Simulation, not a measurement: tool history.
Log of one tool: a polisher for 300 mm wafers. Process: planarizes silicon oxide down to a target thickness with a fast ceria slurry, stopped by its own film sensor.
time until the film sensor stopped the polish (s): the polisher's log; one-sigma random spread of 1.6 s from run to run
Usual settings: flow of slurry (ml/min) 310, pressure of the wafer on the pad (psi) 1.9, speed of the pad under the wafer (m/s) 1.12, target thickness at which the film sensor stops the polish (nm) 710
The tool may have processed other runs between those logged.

run	hour	flow of slurry (ml/min)	pressure of the wafer on the pad (psi)	speed of the pad under the wafer (m/s)	target thickness at which the film sensor stops the polish (nm)	wafers since the last listed run	wafers polished on this pad	hours since the slurry nozzle was cleaned	hours since the head pressure was calibrated	incoming thickness of the incoming film, nm	time until the film sensor stopped the polish (s)
1	0	310	1.9	1.12	710	0	341	670.6	293.2	1433	86.3
# hour 38.7: slurry nozzle cleaned
2	67	310	1.9	1.12	710	770	1112	28.3	360.2	1438.5	81
3	89.5	310	1.9	1.12	710	262	1374	50.8	382.7	1437.9	80.7
4	104.8	310	1.9	1.12	710	178	1553	66.1	398	1420.2	77.9
5	119.1	310	1.9	1.12	710	167	1720	80.4	412.3	1434.4	78
6	135.2	310	1.9	1.12	710	188	1908	96.5	428.4	1447.2	82.9
7	160.1	310	1.9	1.12	710	290	2199	121.4	453.3	1449	82.5
8	191.2	310	1.9	1.12	710	363	2562	152.5	484.4	1439.7	80.9
9	210.4	310	1.9	1.12	710	224	2787	171.7	503.6	1437	81.3
# hour 219.7: worn pad replaced by a new one
10	227.3	310	1.9	1.12	710	150	89	188.6	520.5	1416.8	78.9
11	246.9	310	1.9	0.86	710	228	318	208.2	540.1	1450.1	102.7
12	274.2	310	1.9	0.86	710	318	637	235.5	567.4	1436.6	103.1
13	297	310	1.9	0.86	710	266	903	258.3	590.2	1431.7	104.9
14	323.1	310	1.9	1.12	710	304	1208	284.4	616.3	1438.4	84
15	353.7	310	1.9	1.12	710	357	1565	315	646.9	1468.5	83
16	385.7	225	2.2	0.96	710	373	1939	347	678.9	1445.7	89.8
17	405.5	310	1.6	1.12	528	231	2170	366.8	698.7	1411	111.1
18	428.8	310	1.9	0.88	710	272	2442	390.1	722	1440.8	102.8
19	444.9	310	2.1	1.12	710	188	2630	406.2	738.1	1426.9	75.1
# hour 464.6: worn pad replaced by a new one
20	473.2	310	1.9	1.12	594	283	100	434.5	766.4	1440.4	99
21	502.9	210	2.4	1.42	618	346	447	464.2	796.1	1433.7	66.6
22	518	310	1.9	0.74	710	176	623	479.3	811.2	1435.6	118.8
23	546.2	275	1.9	1.12	612	329	952	507.5	839.4	1434.9	99.5
24	563.3	215	2.3	1.5	780	199	1152	524.6	856.5	1458	55.4
25	580.1	310	1.9	1.12	710	196	1348	541.4	873.3	1421.1	82.7
26	612.8	310	1.9	1.12	710	381	1730	574.1	906	1412.1	82.8
# hour 648.7: head pressure recalibrated
# hour 696.1: slurry nozzle cleaned
27	699.5	310	1.9	1.12	710	977	2708	3.4	50.8	1453.3	81.6
# hour 718.4: worn pad replaced by a new one
28	723.7	415	2.1	1	910	235	62	27.6	75	1452.3	58.6
29	756.3	310	1.9	1.32	628	380	443	60.2	107.6	1436.5	77.1
30	774.1	310	1.5	1.34	498	207	651	78	125.4	1429.4	102.4
31	799.6	310	1.9	1.12	710	297	948	103.5	150.9	1440.6	77.8
32	827.8	310	1.9	1.12	710	329	1278	131.7	179.1	1441.5	82
33	845.8	310	1.9	1.12	710	210	1488	149.7	197.1	1432.8	77.9
34	869.9	310	1.9	1.12	579	281	1770	173.8	221.2	1458.3	97.1
35	905.1	410	1.9	1.5	829	411	2181	209	256.4	1444.8	49.4
36	933	310	2.1	1.12	473	325	2507	236.9	284.3	1450.7	102.6
# hour 957.1: worn pad replaced by a new one
37	957.6	375	1.9	1.12	546	240	6	261.5	308.9	1429.4	96.2
38	979.7	310	1.9	1.12	710	258	264	283.6	331	1453.8	83.8

Entry by entry between the runs, the difference in hidden state between the last listed run before and the first listed run after:
Run 1 -> run 2: slurry nozzle cleaned (hour 38.7)
  slurry flow missing at the pad, %: 40.6 -> 2.96
  measured less the result without the state, time until the film sensor stopped the polish (s): +5.7 -> +0.2
Run 9 -> run 10: worn pad replaced by a new one (hour 219.7)
  slurry flow missing at the pad, %: 11.6 -> 12.6
  measured less the result without the state, time until the film sensor stopped the polish (s): +1 -> +1.1
Run 19 -> run 20: worn pad replaced by a new one (hour 464.6)
  slurry flow missing at the pad, %: 25.7 -> 27.4
  measured less the result without the state, time until the film sensor stopped the polish (s): +2.5 -> +3.6
Run 26 -> run 27: head pressure recalibrated (hour 648.7); slurry nozzle cleaned (hour 696.1)
  slurry flow missing at the pad, %: 35.8 -> 0.224
  measured less the result without the state, time until the film sensor stopped the polish (s): +4.4 -> +0
Run 27 -> run 28: worn pad replaced by a new one (hour 718.4)
  slurry flow missing at the pad, %: 0.224 -> 1.68
  measured less the result without the state, time until the film sensor stopped the polish (s): +0 -> +0.1
Run 36 -> run 37: worn pad replaced by a new one (hour 957.1)
  slurry flow missing at the pad, %: 14.3 -> 15.8
  measured less the result without the state, time until the film sensor stopped the polish (s): +1.6 -> +1.4
